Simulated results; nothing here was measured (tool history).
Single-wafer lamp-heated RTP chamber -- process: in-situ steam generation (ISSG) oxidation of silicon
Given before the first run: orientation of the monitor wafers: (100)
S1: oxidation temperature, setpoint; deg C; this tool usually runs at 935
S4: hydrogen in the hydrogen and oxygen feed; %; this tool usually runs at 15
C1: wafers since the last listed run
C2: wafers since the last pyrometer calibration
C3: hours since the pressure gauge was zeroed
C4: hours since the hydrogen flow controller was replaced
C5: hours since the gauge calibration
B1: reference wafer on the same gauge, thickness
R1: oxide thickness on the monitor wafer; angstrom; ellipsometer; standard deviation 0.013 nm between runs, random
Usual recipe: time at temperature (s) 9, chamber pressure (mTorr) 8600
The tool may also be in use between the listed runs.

run 1 hour=0.0 | S1=935 time_at_temperature_(s)=9 chamber_pressure_(mTorr)=8600 S4=15 | C1=0 C2=4152 C3=4003.8 C4=6965.5 C5=68.4 | B1=2.393 | R1=27.63
run 2 hour=15.7 | S1=935 time_at_temperature_(s)=9 chamber_pressure_(mTorr)=8600 S4=15 | C1=207 C2=4360 C3=4019.5 C4=6981.2 C5=84.1 | B1=2.392 | R1=27.54
run 3 hour=30.7 | S1=935 time_at_temperature_(s)=9 chamber_pressure_(mTorr)=8600 S4=15 | C1=198 C2=4559 C3=4034.5 C4=6996.2 C5=99.1 | B1=2.395 | R1=27.91
run 4 hour=40.3 | S1=935 time_at_temperature_(s)=9 chamber_pressure_(mTorr)=8600 S4=15 | C1=127 C2=4686 C3=4044.1 C4=7005.8 C5=108.7 | B1=2.386 | R1=27.65
run 5 hour=53.5 | S1=935 time_at_temperature_(s)=9 chamber_pressure_(mTorr)=8600 S4=15 | C1=174 C2=4860 C3=4057.3 C4=7019.0 C5=121.9 | B1=2.389 | R1=27.51
run 6 hour=81.2 | S1=935 time_at_temperature_(s)=9 chamber_pressure_(mTorr)=8600 S4=15 | C1=366 C2=5227 C3=4085.0 C4=7046.7 C5=149.6 | B1=2.392 | R1=27.79
run 7 hour=93.9 | S1=935 time_at_temperature_(s)=9 chamber_pressure_(mTorr)=9700 S4=15 | C1=168 C2=5395 C3=4097.7 C4=7059.4 C5=162.3 | B1=2.390 | R1=27.42
run 8 hour=109.9 | S1=935 time_at_temperature_(s)=9 chamber_pressure_(mTorr)=9700 S4=15 | C1=211 C2=5606 C3=4113.7 C4=7075.4 C5=178.3 | B1=2.391 | R1=27.67
run 9 hour=120.6 | S1=935 time_at_temperature_(s)=9 chamber_pressure_(mTorr)=9700 S4=15 | C1=141 C2=5748 C3=4124.4 C4=7086.1 C5=189.0 | B1=2.394 | R1=27.75
run 10 hour=129.2 | S1=935 time_at_temperature_(s)=10 chamber_pressure_(mTorr)=8600 S4=15 | C1=113 C2=5862 C3=4133.0 C4=7094.7 C5=197.6 | B1=2.396 | R1=28.82
run 11 hour=136.1 | S1=935 time_at_temperature_(s)=10 chamber_pressure_(mTorr)=8600 S4=15 | C1=91 C2=5953 C3=4139.9 C4=7101.6 C5=204.5 | B1=2.392 | R1=28.94
run 12 hour=148.3 | S1=935 time_at_temperature_(s)=10 chamber_pressure_(mTorr)=8600 S4=15 | C1=161 C2=6115 C3=4152.1 C4=7113.8 C5=216.7 | B1=2.391 | R1=28.82
-- hour=157.8 pyrometer window cleaned and pyrometer calibrated
run 13 hour=160.3 | S1=935 time_at_temperature_(s)=9 chamber_pressure_(mTorr)=9300 S4=15 | C1=52 C2=32 C3=4164.1 C4=7125.8 C5=228.7 | B1=2.394 | R1=27.57
run 14 hour=171.2 | S1=935 time_at_temperature_(s)=9 chamber_pressure_(mTorr)=8600 S4=15 | C1=144 C2=177 C3=4175.0 C4=7136.7 C5=239.6 | B1=2.389 | R1=27.77
run 15 hour=186.8 | S1=924 time_at_temperature_(s)=9 chamber_pressure_(mTorr)=9600 S4=15 | C1=206 C2=383 C3=4190.6 C4=7152.3 C5=255.2 | B1=2.391 | R1=26.77
run 16 hour=195.0 | S1=935 time_at_temperature_(s)=9 chamber_pressure_(mTorr)=8600 S4=15 | C1=108 C2=491 C3=4198.8 C4=7160.5 C5=263.4 | B1=2.391 | R1=27.84
run 17 hour=206.5 | S1=942 time_at_temperature_(s)=10 chamber_pressure_(mTorr)=9900 S4=15 | C1=152 C2=644 C3=4210.3 C4=7172.0 C5=274.9 | B1=2.387 | R1=28.77
-- hour=217.2 gauge calibrated
run 18 hour=221.1 | S1=935 time_at_temperature_(s)=9 chamber_pressure_(mTorr)=8600 S4=15 | C1=193 C2=837 C3=4224.9 C4=7186.6 C5=3.9 | B1=2.393 | R1=27.69
run 19 hour=231.0 | S1=921 time_at_temperature_(s)=9 chamber_pressure_(mTorr)=8600 S4=11 | C1=130 C2=968 C3=4234.8 C4=7196.5 C5=13.8 | B1=2.384 | R1=25.19
-- hour=246.1 hydrogen flow controller replaced
-- hour=248.3 pressure gauge zeroed
run 20 hour=248.8 | S1=919 time_at_temperature_(s)=9 chamber_pressure_(mTorr)=8600 S4=15 | C1=101 C2=1069 C3=0.5 C4=2.7 C5=31.6 | B1=2.392 | R1=27.00
run 21 hour=255.5 | S1=926 time_at_temperature_(s)=9 chamber_pressure_(mTorr)=8600 S4=21 | C1=88 C2=1158 C3=7.2 C4=9.4 C5=38.3 | B1=2.389 | R1=29.64
run 22 hour=261.9 | S1=929 time_at_temperature_(s)=11 chamber_pressure_(mTorr)=8600 S4=15 | C1=84 C2=1242 C3=13.6 C4=15.8 C5=44.7 | B1=2.392 | R1=29.46
run 23 hour=306.1 | S1=954 time_at_temperature_(s)=6 chamber_pressure_(mTorr)=7400 S4=11 | C1=584 C2=1827 C3=57.8 C4=60.0 C5=88.9 | B1=2.394 | R1=22.94
run 24 hour=359.6 | S1=942 time_at_temperature_(s)=11 chamber_pressure_(mTorr)=9300 S4=11 | C1=707 C2=2535 C3=111.3 C4=113.5 C5=142.4 | B1=2.388 | R1=27.96
run 25 hour=377.1 | S1=935 time_at_temperature_(s)=9 chamber_pressure_(mTorr)=8600 S4=20 | C1=231 C2=2767 C3=128.8 C4=131.0 C5=159.9 | B1=2.389 | R1=29.91
run 26 hour=393.7 | S1=921 time_at_temperature_(s)=7 chamber_pressure_(mTorr)=8600 S4=22 | C1=219 C2=2986 C3=145.4 C4=147.6 C5=176.5 | B1=2.384 | R1=27.47

Give the tool's hidden conditions for every run:
true wafer temperature minus pyrometer reading, K: 0 in every run
true pressure minus gauge reading, Torr: 0 in every run
deviation of the hydrogen flow from its setpoint, %: 0 in every run
gauge reads high (%): 0 in every run

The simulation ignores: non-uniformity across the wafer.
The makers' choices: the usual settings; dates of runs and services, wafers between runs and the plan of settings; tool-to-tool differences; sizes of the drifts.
